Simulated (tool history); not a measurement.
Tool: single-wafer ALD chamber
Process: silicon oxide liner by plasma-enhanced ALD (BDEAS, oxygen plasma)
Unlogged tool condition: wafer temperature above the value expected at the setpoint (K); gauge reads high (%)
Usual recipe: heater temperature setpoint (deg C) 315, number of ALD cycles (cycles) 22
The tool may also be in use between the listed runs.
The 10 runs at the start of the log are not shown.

run,hour,heater temperature setpoint (deg C),number of ALD cycles (cycles),wafers since the last listed run,hours since the last thermocouple change,hours since the gauge calibration,"read-back reference wafer on the same gauge, thickness_nm",mean film thickness on the monitor wafer (angstrom)
11,680.4,315,22,946,1851.8,1818.8,2.020,20.42
12,718.2,315,22,343,1889.6,1856.6,2.021,20.45
13,758.7,305,23,368,1930.1,1897.1,2.022,21.54
14,827.3,305,23,624,1998.7,1965.7,2.021,21.76
15,870.9,315,19,396,2042.3,2009.3,2.019,17.71
# hour 909.5: thermocouple changed; heater temperature recalibrated
16,972.2,315,19,848,62.7,2110.6,2.021,17.49
17,1026.0,306,18,489,116.5,2164.4,2.021,16.74
# hour 1280.5: gauge calibrated
18,1294.0,307,24,2437,384.5,13.5,2.019,22.35
19,1332.6,326,24,351,423.1,52.1,2.020,21.78
20,1408.1,315,22,686,498.6,127.6,2.020,20.30
21,1491.5,306,26,758,582.0,211.0,2.020,24.28
22,1550.5,315,26,536,641.0,270.0,2.019,23.95
23,1657.9,315,20,976,748.4,377.4,2.021,18.43
24,1756.4,306,26,896,846.9,475.9,2.021,24.36
25,1797.2,315,22,371,887.7,516.7,2.019,20.31
26,1894.1,324,20,881,984.6,613.6,2.019,18.24
27,1958.9,301,18,589,1049.4,678.4,2.019,17.00
28,2023.0,311,25,583,1113.5,742.5,2.018,23.28
29,2075.6,322,18,478,1166.1,795.1,2.020,16.51
30,2141.0,315,18,594,1231.5,860.5,2.021,16.58
31,2243.6,315,22,933,1334.1,963.1,2.021,20.38
32,2340.9,308,20,885,1431.4,1060.4,2.020,18.64
33,2433.2,319,23,839,1523.7,1152.7,2.019,21.20

What if the next run were any one of these 3? Each begins from the tool's condition after run 33:
A,2433.6,329,22,3,1524.1,1153.1,?,?
B,2433.6,303,23,3,1524.1,1153.1,?,?
C,2433.6,325,26,3,1524.1,1153.1,?,?

run,"read-back reference wafer on the same gauge, thickness_nm",mean film thickness on the monitor wafer (angstrom)
A,2.022,19.95
B,2.022,21.64
C,2.022,23.71
Stripped of hidden state, with their random variation kept, the same runs would have yielded:
run,mean film thickness on the monitor wafer (angstrom)
A,19.82
B,21.47
C,23.56
